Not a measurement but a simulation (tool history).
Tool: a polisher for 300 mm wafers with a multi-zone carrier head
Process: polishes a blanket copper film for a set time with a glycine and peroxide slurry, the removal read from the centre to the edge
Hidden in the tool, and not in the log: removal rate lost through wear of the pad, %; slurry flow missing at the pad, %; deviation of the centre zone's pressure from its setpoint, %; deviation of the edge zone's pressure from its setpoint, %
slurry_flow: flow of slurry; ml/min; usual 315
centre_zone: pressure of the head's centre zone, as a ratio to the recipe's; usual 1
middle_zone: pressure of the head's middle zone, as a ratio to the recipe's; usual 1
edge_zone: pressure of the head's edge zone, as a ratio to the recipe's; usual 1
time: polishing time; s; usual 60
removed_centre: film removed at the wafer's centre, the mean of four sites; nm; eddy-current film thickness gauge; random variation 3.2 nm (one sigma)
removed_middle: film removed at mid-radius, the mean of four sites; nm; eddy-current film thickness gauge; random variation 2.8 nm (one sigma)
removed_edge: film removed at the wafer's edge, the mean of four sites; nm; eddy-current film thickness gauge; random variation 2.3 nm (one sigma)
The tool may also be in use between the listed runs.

run,hour,slurry_flow,centre_zone,middle_zone,edge_zone,time,wafers since the last listed run,wafers polished on this pad,hours since the slurry nozzle was cleaned,hours since the centre zone pressure was calibrated,hours since the edge zone pressure was calibrated,hours since the carrier head's membrane was replaced,"incoming thickness of the incoming film, nm",removed_centre,removed_middle,removed_edge
1,0,315,1,1,1,60,0,99,575.5,8.8,213.5,2,1895.6,207.5,207.8,213.3
# hour 7.1: slurry nozzle cleaned
2,16.5,315,1,1.06,1,60,113,212,9.4,25.3,230,18.5,1873.6,212.6,217.9,205.9
3,28.1,315,1,1.06,1,60,84,297,21,36.9,241.6,30.1,1859.8,207.2,216.5,205.9
4,38,315,1,1.06,1,60,72,369,30.9,46.8,251.5,40,1845.9,206.5,219,204.2
5,48.3,315,0.94,1.07,1,60,75,445,41.2,57.1,261.8,50.3,1915.5,190.2,217.2,207.1
6,65.1,315,1,1.11,0.97,60,122,568,58,73.9,278.6,67.1,1880.6,206.7,218.4,203.4
# hour 75: worn pad replaced by a new one, repeated, since the last time left the tool worse
7,82.7,265,0.93,1,1,60,99,56,75.6,91.5,296.2,84.7,1878.3,223.3,237.5,234.4
8,100.3,315,1.07,0.9,1,60,128,184,93.2,109.1,313.8,102.3,1859.5,258.5,221.7,240.6
9,107.5,315,1.04,1,1.09,60,52,237,100.4,116.3,321,109.5,1883.2,250.1,237.6,246.3
10,122.4,315,1,1,1,60,108,346,115.3,131.2,335.9,124.4,1897.5,238.2,234.5,237.1
11,131,315,1,1,1,60,62,409,123.9,139.8,344.5,133,1868.2,236.2,235,235.6
12,138.3,315,1,1,1.09,60,53,462,131.2,147.1,351.8,140.3,1898.4,238,235.3,248.6
13,156.1,250,1.05,1,1,60,130,592,149,164.9,369.6,158.1,1852.6,243.2,233.4,234.9
# hour 166.3: edge zone pressure recalibrated
14,172.7,365,0.92,0.92,1.06,60,106,699,165.6,181.5,6.4,174.7,1865.3,215,223.8,241.1
15,182,315,0.91,1.05,1.07,42,68,767,174.9,190.8,15.7,184,1874.7,148.9,169.1,168.8
16,196.1,315,0.91,1.05,1.07,42,103,870,189,204.9,29.8,198.1,1914.3,148,168.3,170.7
17,212.2,315,1.09,0.94,1,40,117,988,205.1,221,45.9,214.2,1903.3,168.9,144.5,151.7
18,239.5,315,1,1,1,60,199,1188,232.4,248.3,73.2,241.5,1849,227.5,227.9,226.1
19,248.7,235,1,1,1,60,67,1255,241.6,257.5,82.4,250.7,1895.3,224.6,224.7,223.6
20,257.3,225,1.05,1.1,0.95,60,62,1318,250.2,266.1,91,259.3,1850.2,232.3,242.3,220.5
21,266.3,315,1.08,1,1,60,65,1384,259.2,275.1,100,268.3,1884.8,248.6,225.1,225.3
# hour 280.6: worn pad replaced by a new one
22,281.1,315,1.08,1,0.94,60,78,3,274,289.9,114.8,283.1,1881.7,252.2,240.3,233.9
23,288.5,315,1,1,1.08,51,54,57,281.4,297.3,122.2,290.5,1849.4,206,201.3,209.9

Forecast each of these 3 alternatives for the next run:
A,288.9,315,1,1,1,60,2,60,281.8,297.7,122.6,290.9,1901.9,?,?,?
B,288.9,315,1,1,0.92,60,2,60,281.8,297.7,122.6,290.9,1901.9,?,?,?
C,288.9,315,1,1.11,1.11,60,2,60,281.8,297.7,122.6,290.9,1901.9,?,?,?

run,removed_centre,removed_middle,removed_edge
A,244.5,240.1,242.1
B,244.5,240.2,232.7
C,244.6,262.4,254.6
Without the tool's hidden state the same runs would have given:
run,removed_centre,removed_middle,removed_edge
A,246.7,242.3,244.3
B,246.7,242.4,234.9
C,246.9,264.8,256.9

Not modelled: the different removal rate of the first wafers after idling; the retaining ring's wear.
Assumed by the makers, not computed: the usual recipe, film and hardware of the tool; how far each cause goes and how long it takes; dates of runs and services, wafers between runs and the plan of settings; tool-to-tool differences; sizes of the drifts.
